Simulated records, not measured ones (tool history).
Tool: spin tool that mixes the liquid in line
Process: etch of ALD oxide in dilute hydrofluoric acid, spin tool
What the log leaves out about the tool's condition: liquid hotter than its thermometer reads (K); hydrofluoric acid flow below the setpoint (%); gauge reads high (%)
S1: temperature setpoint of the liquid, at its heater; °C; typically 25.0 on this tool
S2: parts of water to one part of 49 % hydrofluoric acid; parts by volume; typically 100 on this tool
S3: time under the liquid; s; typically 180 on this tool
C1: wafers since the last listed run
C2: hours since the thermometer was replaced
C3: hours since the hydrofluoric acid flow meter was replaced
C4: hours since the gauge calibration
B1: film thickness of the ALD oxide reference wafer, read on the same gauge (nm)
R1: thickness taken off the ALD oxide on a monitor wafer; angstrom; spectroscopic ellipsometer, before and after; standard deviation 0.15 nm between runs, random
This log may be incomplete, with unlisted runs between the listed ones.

run    hour    S1   S2   S3    C1      C2      C3      C4     B1     R1
  1     0.0  25.0  100  150     0   161.3   771.1  1363.5  79.99  153.6
  2    69.3  25.0  100  180   615   230.6   840.4  1432.8  80.04  184.8
  3   225.0  25.0  100  180  1382   386.3   996.1  1588.5  80.03  184.5
  4   263.5  25.0  140  180   341   424.8  1034.6  1627.0  80.00  127.6
  5   357.6  25.0  140  180   835   518.9  1128.7  1721.1  80.01  128.3
  6   422.2  25.0  100  100   573   583.5  1193.3  1785.7  79.99  105.0
  7   584.0  25.0  130  180  1437   745.3  1355.1  1947.5  79.99  137.4
  8   673.9  25.0  130  180   798   835.2  1445.0  2037.4  80.05  139.1
      681.0  -- gauge calibrated
  9   712.1  25.0  130  180   339   873.4  1483.2    31.1  80.01  140.6
 10   801.4  25.0  100  180   793   962.7  1572.5   120.4  79.95  189.4
 11   871.2  25.0  100  180   619  1032.5  1642.3   190.2  79.99  191.8
      882.4  -- hydrofluoric acid flow meter replaced
 12   930.7  25.0  100  180   519  1092.0    48.3   249.7  80.01  192.3
 13  1018.9  25.0  100  180   783  1180.2   136.5   337.9  80.00  191.2
 14  1097.3  25.0  100  180   696  1258.6   214.9   416.3  80.01  192.9
 15  1154.1  26.5   60  180   504  1315.4   271.7   473.1  80.00  357.1
 16  1208.2  29.0  100  250   480  1369.5   325.8   527.2  79.96  313.8
 17  1277.2  21.0  140  270   612  1438.5   394.8   596.2  79.99  167.0
 18  1349.8  25.0  100  180   644  1511.1   467.4   668.8  79.98  193.0
 19  1595.4  28.0   50  120  2181  1756.7   713.0   914.4  80.01  308.7
 20  1659.2  23.5  100  105   566  1820.5   776.8   978.2  79.97  107.9
 21  1752.4  22.0   55  180   827  1913.7   870.0  1071.4  79.97  336.4
 22  1850.6  25.0  100  180   872  2011.9   968.2  1169.6  79.99  194.9
 23  1954.4  25.0  100  180   921  2115.7  1072.0  1273.4  80.01  196.5
     1955.4  -- thermometer replaced
 24  2028.2  21.0  140  270   646    72.8  1145.8  1347.2  79.96  161.7
 25  2087.9  25.0  100  210   530   132.5  1205.5  1406.9  80.00  217.4
 26  2159.6  25.0  140  180   636   204.2  1277.2  1478.6  80.01  125.3
 27  2264.5  25.0   70  125   931   309.1  1382.1  1583.5  80.02  188.8
 28  2339.7  25.0  125  140   667   384.3  1457.3  1658.7  79.95  112.0
 29  2387.2  28.0  120   70   421   431.8  1504.8  1706.2  80.02   66.7
     2554.9  -- hydrofluoric acid flow meter replaced
 30  2654.6  25.0  100  180  2366   699.2    99.7  1973.6  79.96  189.9
 31  2739.0  22.0   50  180   749   783.6   184.1  2058.0  79.98  358.2
 32  2780.1  23.5   60  180   365   824.7   225.2  2099.1  80.03  308.4
     2831.4  -- gauge calibrated
 33  2854.6  25.0   85  180   661   899.2   299.7    23.2  80.00  230.7
 34  2947.4  25.0  100  180   824   992.0   392.5   116.0  80.05  190.3
 35  3028.2  25.0  100  180   717  1072.8   473.3   196.8  79.99  187.6

Below are 3 alternative next runs, each starting from the tool's condition after run 35. Predict each:
  A  3028.7  25.0  145  180   4  1073.3  473.8  197.3   ?   ?
  B  3028.7  23.0  140  150   4  1073.3  473.8  197.3   ?   ?
  C  3028.7  22.0  100   70   4  1073.3  473.8  197.3   ?   ?

run     B1     R1
  A  79.99  124.5
  B  79.99  100.1
  C  79.99   65.9
Had the tool no hidden state, the same runs would have come out as:
run     R1
  A  121.1
  B   97.3
  C   64.0
